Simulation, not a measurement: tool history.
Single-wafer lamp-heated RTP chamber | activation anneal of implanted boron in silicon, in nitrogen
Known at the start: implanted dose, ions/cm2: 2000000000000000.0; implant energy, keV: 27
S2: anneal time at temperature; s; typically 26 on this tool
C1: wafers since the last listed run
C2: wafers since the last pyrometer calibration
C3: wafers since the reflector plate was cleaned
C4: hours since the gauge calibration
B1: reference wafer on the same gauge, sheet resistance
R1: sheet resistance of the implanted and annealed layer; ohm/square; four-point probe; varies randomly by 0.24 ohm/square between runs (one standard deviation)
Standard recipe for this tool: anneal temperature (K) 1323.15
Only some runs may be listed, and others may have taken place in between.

run 1 day=0 | anneal_temperature_(K)=1323.15 S2=26 | C1=0 C2=2705 C3=9115 C4=1001.2 | B1=65.19 | R1=61.55
run 2 day=1.638 | anneal_temperature_(K)=1323.15 S2=26 | C1=561 C2=3267 C3=9677 C4=1040.5 | B1=65.23 | R1=60.65
run 3 day=2.642 | anneal_temperature_(K)=1323.15 S2=26 | C1=344 C2=3611 C3=10022 C4=1064.6 | B1=65.21 | R1=60.8
run 4 day=4.817 | anneal_temperature_(K)=1323.15 S2=26 | C1=746 C2=4358 C3=10768 C4=1116.8 | B1=65.19 | R1=61.01
run 5 day=6.608 | anneal_temperature_(K)=1323.15 S2=32 | C1=614 C2=4972 C3=11382 C4=1159.8 | B1=65.13 | R1=60.84
run 6 day=9.067 | anneal_temperature_(K)=1323.15 S2=32 | C1=843 C2=5815 C3=12225 C4=1218.8 | B1=65.2 | R1=60.48
run 7 day=11.338 | anneal_temperature_(K)=1323.15 S2=32 | C1=778 C2=6594 C3=13004 C4=1273.3 | B1=65.27 | R1=60.62
run 8 day=13.296 | anneal_temperature_(K)=1323.15 S2=26 | C1=671 C2=7266 C3=13676 C4=1320.3 | B1=65.23 | R1=60.83
-- day=16.512 pyrometer window cleaned and pyrometer calibrated
run 9 day=16.533 | anneal_temperature_(K)=1323.15 S2=26 | C1=996 C2=6 C3=14672 C4=1398 | B1=65.2 | R1=60.69
run 10 day=17.517 | anneal_temperature_(K)=1306.15 S2=26 | C1=337 C2=343 C3=15010 C4=1421.6 | B1=65.21 | R1=62.53
-- day=18.15 reflector plate cleaned
run 11 day=19.229 | anneal_temperature_(K)=1338.15 S2=26 | C1=473 C2=817 C3=370 C4=1462.7 | B1=65.22 | R1=60
run 12 day=20.267 | anneal_temperature_(K)=1338.15 S2=26 | C1=355 C2=1172 C3=726 C4=1487.6 | B1=65.22 | R1=60.29
run 13 day=22.888 | anneal_temperature_(K)=1338.15 S2=26 | C1=899 C2=2071 C3=1625 C4=1550.5 | B1=65.21 | R1=60.46
run 14 day=25.208 | anneal_temperature_(K)=1323.15 S2=26 | C1=796 C2=2868 C3=2421 C4=1606.2 | B1=65.14 | R1=61.11
run 15 day=27.412 | anneal_temperature_(K)=1323.15 S2=26 | C1=756 C2=3624 C3=3177 C4=1659.1 | B1=65.18 | R1=61.27
run 16 day=28.538 | anneal_temperature_(K)=1323.15 S2=26 | C1=385 C2=4009 C3=3563 C4=1686.1 | B1=65.2 | R1=61.84
run 17 day=29.567 | anneal_temperature_(K)=1323.15 S2=26 | C1=353 C2=4363 C3=3916 C4=1710.8 | B1=65.17 | R1=61.47
run 18 day=30.7 | anneal_temperature_(K)=1310.15 S2=34 | C1=388 C2=4751 C3=4305 C4=1738 | B1=65.17 | R1=62.26
run 19 day=32.012 | anneal_temperature_(K)=1331.15 S2=37 | C1=450 C2=5201 C3=4755 C4=1769.5 | B1=65.21 | R1=59.95
run 20 day=34.729 | anneal_temperature_(K)=1299.15 S2=15 | C1=931 C2=6133 C3=5687 C4=1834.7 | B1=65.24 | R1=65.38
run 21 day=35.883 | anneal_temperature_(K)=1336.15 S2=39 | C1=395 C2=6529 C3=6083 C4=1862.4 | B1=65.24 | R1=59.23
-- day=36.325 gauge calibrated
run 22 day=38.05 | anneal_temperature_(K)=1323.15 S2=26 | C1=743 C2=7272 C3=6826 C4=41.4 | B1=65.19 | R1=61.34
run 23 day=39.917 | anneal_temperature_(K)=1336.15 S2=38 | C1=640 C2=7913 C3=7467 C4=86.2 | B1=65.18 | R1=59.47
run 24 day=42.383 | anneal_temperature_(K)=1304.15 S2=16 | C1=846 C2=8759 C3=8313 C4=145.4 | B1=65.17 | R1=64.11
run 25 day=44.921 | anneal_temperature_(K)=1323.15 S2=26 | C1=870 C2=9629 C3=9183 C4=206.3 | B1=65.2 | R1=60.97
-- day=45.438 pyrometer window cleaned and pyrometer calibrated
run 26 day=46.592 | anneal_temperature_(K)=1352.15 S2=34 | C1=458 C2=396 C3=9642 C4=246.4 | B1=65.2 | R1=58.31
run 27 day=47.804 | anneal_temperature_(K)=1312.15 S2=40 | C1=415 C2=812 C3=10058 C4=275.5 | B1=65.22 | R1=61.41
run 28 day=48.938 | anneal_temperature_(K)=1352.15 S2=12 | C1=388 C2=1200 C3=10447 C4=302.7 | B1=65.25 | R1=60.56
run 29 day=51.829 | anneal_temperature_(K)=1323.15 S2=32 | C1=991 C2=2192 C3=11438 C4=372.1 | B1=65.2 | R1=60.69
run 30 day=53.217 | anneal_temperature_(K)=1348.15 S2=37 | C1=475 C2=2668 C3=11914 C4=405.4 | B1=65.21 | R1=59
run 31 day=54.621 | anneal_temperature_(K)=1323.15 S2=32 | C1=481 C2=3150 C3=12396 C4=439.1 | B1=65.17 | R1=61.04
-- day=55.95 reflector plate cleaned
run 32 day=56.725 | anneal_temperature_(K)=1332.15 S2=11 | C1=607 C2=3757 C3=266 C4=489.6 | B1=65.23 | R1=62.92
run 33 day=59.433 | anneal_temperature_(K)=1323.15 S2=13 | C1=929 C2=4686 C3=1195 C4=554.6 | B1=65.24 | R1=62.82
run 34 day=62.271 | anneal_temperature_(K)=1344.15 S2=34 | C1=973 C2=5660 C3=2168 C4=622.7 | B1=65.2 | R1=59.19
run 35 day=63.567 | anneal_temperature_(K)=1303.15 S2=16 | C1=444 C2=6104 C3=2612 C4=653.8 | B1=65.16 | R1=65.4
run 36 day=65.658 | anneal_temperature_(K)=1323.15 S2=41 | C1=717 C2=6822 C3=3330 C4=704 | B1=65.2 | R1=60.84

What differs in the tool's unlogged condition from the final listed run ahead of each entry between runs to the first listed run following it?
In the gap between runs 8 and 9: pyrometer window cleaned and pyrometer calibrated (day 16.512)
  wafer temperature error from the tarnished reflector plate, K: 8.35 -> 8.45
  measured value less the no-hidden-state value, R1: -0.84 -> -0.85 ohm/square
In the gap between runs 10 and 11: reflector plate cleaned (day 18.15)
  wafer temperature error from the tarnished reflector plate, K: 8.47 -> 1.77
  measured value less the no-hidden-state value, R1: -1.12 -> -0.14 ohm/square
In the gap between runs 21 and 22: gauge calibrated (day 36.325)
  wafer temperature error from the tarnished reflector plate, K: 7.28 -> 7.62
  measured value less the no-hidden-state value, R1: -0.51 -> -0.78 ohm/square
In the gap between runs 25 and 26: pyrometer window cleaned and pyrometer calibrated (day 45.438)
  wafer temperature error from the tarnished reflector plate, K: 8.38 -> 8.52
  measured value less the no-hidden-state value, R1: -0.85 -> -0.29 ohm/square
In the gap between runs 31 and 32: reflector plate cleaned (day 55.95)
  wafer temperature error from the tarnished reflector plate, K: 8.98 -> 1.27
  measured value less the no-hidden-state value, R1: -0.89 -> -0.11 ohm/square

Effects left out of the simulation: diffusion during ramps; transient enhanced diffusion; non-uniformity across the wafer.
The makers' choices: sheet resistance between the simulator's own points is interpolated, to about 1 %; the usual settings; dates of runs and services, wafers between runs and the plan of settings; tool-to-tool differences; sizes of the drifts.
